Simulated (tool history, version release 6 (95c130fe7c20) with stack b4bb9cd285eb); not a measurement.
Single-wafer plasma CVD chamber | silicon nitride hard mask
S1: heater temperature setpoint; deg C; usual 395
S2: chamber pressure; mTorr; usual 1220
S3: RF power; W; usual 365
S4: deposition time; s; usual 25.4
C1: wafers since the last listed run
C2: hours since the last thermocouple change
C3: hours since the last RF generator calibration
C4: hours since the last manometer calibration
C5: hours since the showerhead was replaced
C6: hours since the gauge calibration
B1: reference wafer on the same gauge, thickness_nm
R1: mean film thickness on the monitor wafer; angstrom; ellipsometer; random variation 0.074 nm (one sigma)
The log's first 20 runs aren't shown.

Run 21, hour 619.4: usual settings but S2 1450 mTorr; C1 381; C2 402.9; C3 453.1; C4 372.6; C5 186.3; C6 371.6; B1 32.816. Result: R1 307.34 angstrom.
Run 22, hour 645.6: usual settings; C1 342; C2 429.1; C3 479.3; C4 398.8; C5 212.5; C6 397.8; B1 32.815. Result: R1 292.13 angstrom.
Run 23, hour 666.7: usual settings but S3 320 W; C1 275; C2 450.2; C3 500.4; C4 419.9; C5 233.6; C6 418.9; B1 32.802. Result: R1 269.66 angstrom.
Run 24, hour 693.9: usual settings but S3 385 W; C1 355; C2 477.4; C3 527.6; C4 447.1; C5 260.8; C6 446.1; B1 32.789. Result: R1 301.76 angstrom.
Run 25, hour 712.1: usual settings; C1 237; C2 495.6; C3 545.8; C4 465.3; C5 279.0; C6 464.3; B1 32.771. Result: R1 291.17 angstrom.
Run 26, hour 726.6: usual settings but S1 380 deg C, S2 970 mTorr, S3 305 W, S4 30.3 s; C1 189; C2 510.1; C3 560.3; C4 479.8; C5 293.5; C6 478.8; B1 32.801. Result: R1 290.94 angstrom.
Run 27, hour 740.0: usual settings but S1 400 deg C, S4 21.4 s; C1 175; C2 523.5; C3 573.7; C4 493.2; C5 306.9; C6 492.2; B1 32.788. Result: R1 244.75 angstrom.
Run 28, hour 756.4: usual settings but S1 404 deg C, S2 1430 mTorr, S3 315 W, S4 23.4 s; C1 214; C2 539.9; C3 590.1; C4 509.6; C5 323.3; C6 508.6; B1 32.805. Result: R1 254.66 angstrom.
Run 29, hour 789.3: usual settings but S1 403 deg C, S2 1390 mTorr, S3 310 W, S4 23.6 s; C1 430; C2 572.8; C3 623.0; C4 542.5; C5 356.2; C6 541.5; B1 32.796. Result: R1 253.76 angstrom.

Run 30 comes next. What will it give?
Run 30, hour 801.4: usual settings but S4 21.2 s; C1 158; C2 584.9; C3 635.1; C4 554.6; C5 368.3; C6 553.6; B1 ?. Result: R1 ?.

Run 30 gave B1 32.812, R1 243.05 angstrom.
Without the tool's hidden state the same run would have given R1 249.32 angstrom.

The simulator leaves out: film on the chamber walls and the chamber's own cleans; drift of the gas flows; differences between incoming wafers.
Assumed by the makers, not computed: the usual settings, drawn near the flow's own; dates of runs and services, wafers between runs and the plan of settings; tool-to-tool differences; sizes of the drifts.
